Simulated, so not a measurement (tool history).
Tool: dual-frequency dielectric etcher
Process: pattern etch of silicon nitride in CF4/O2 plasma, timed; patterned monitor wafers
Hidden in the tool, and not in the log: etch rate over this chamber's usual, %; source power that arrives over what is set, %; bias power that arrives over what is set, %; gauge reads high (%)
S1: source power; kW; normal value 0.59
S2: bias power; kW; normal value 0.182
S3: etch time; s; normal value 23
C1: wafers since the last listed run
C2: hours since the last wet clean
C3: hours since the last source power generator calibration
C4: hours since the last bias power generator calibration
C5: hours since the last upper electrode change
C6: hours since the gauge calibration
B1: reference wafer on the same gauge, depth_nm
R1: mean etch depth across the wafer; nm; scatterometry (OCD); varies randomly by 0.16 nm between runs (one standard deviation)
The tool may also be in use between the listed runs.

run	day	S1	S2	S3	C1	C2	C3	C4	C5	C6	B1	R1
1	0	0.62	0.182	23	0	53.3	2779.6	1623.6	2915.7	408.2	59.5	55.6
2	2.008	0.59	0.182	23	603	101.5	2827.8	1671.8	2963.9	456.4	59.5	54
3	3.45	0.59	0.182	23	433	136.1	2862.4	1706.4	2998.5	491	59.5	53.9
4	4.821	0.59	0.214	23	411	169	2895.3	1739.3	3031.4	523.9	59.5	56.9
5	6.317	0.59	0.214	23	449	204.9	2931.2	1775.2	3067.3	559.8	59.5	56.8
# day 7.875: gauge calibrated
# day 8.25: upper electrode replaced
# day 8.3: bias power generator calibrated
6	8.321	0.59	0.214	23	286	253	2979.3	0.5	1.7	10.7	59.4	57.1
7	10.525	0.64	0.17	23	662	305.9	3032.2	53.4	54.6	63.6	59.6	56.4
# day 11.725: wet clean of the chamber
8	12.812	0.72	0.182	16	386	26.1	3087.1	108.3	109.5	118.5	59.5	43.1
9	15.679	0.73	0.202	19.5	861	94.9	3155.9	177.1	178.3	187.3	59.5	55.1
10	16.679	0.59	0.213	23	300	118.9	3179.9	201.1	202.3	211.3	59.5	56.8
# day 17.662: source power generator calibrated
11	17.888	0.59	0.228	21	312	147.9	5.4	230.1	231.3	240.3	59.5	53.2
12	20.708	0.62	0.182	23	847	215.6	73.1	297.8	299	308	59.5	56.2
13	23.425	0.59	0.145	27.5	816	280.8	138.3	363	364.2	373.2	59.5	60.4
14	25.092	0.54	0.182	23	500	320.8	178.3	403	404.2	413.2	59.5	51.4

4 ways to go on from here, each from the tool as it stands after run 14. What would each give?
A	25.108	0.59	0.182	23	5	321.2	178.7	403.4	404.6	413.6	?	?
B	25.108	0.46	0.147	30	5	321.2	178.7	403.4	404.6	413.6	?	?
C	25.108	0.71	0.223	25	5	321.2	178.7	403.4	404.6	413.6	?	?
D	25.108	0.51	0.209	20	5	321.2	178.7	403.4	404.6	413.6	?	?

run	B1	R1
A	59.5	54.6
B	59.5	56.1
C	59.5	72.4
D	59.5	44.8
Stripped of hidden state, with their random variation kept, the same runs would have yielded:
run	R1
A	53.7
B	55.2
C	71.3
D	44.1

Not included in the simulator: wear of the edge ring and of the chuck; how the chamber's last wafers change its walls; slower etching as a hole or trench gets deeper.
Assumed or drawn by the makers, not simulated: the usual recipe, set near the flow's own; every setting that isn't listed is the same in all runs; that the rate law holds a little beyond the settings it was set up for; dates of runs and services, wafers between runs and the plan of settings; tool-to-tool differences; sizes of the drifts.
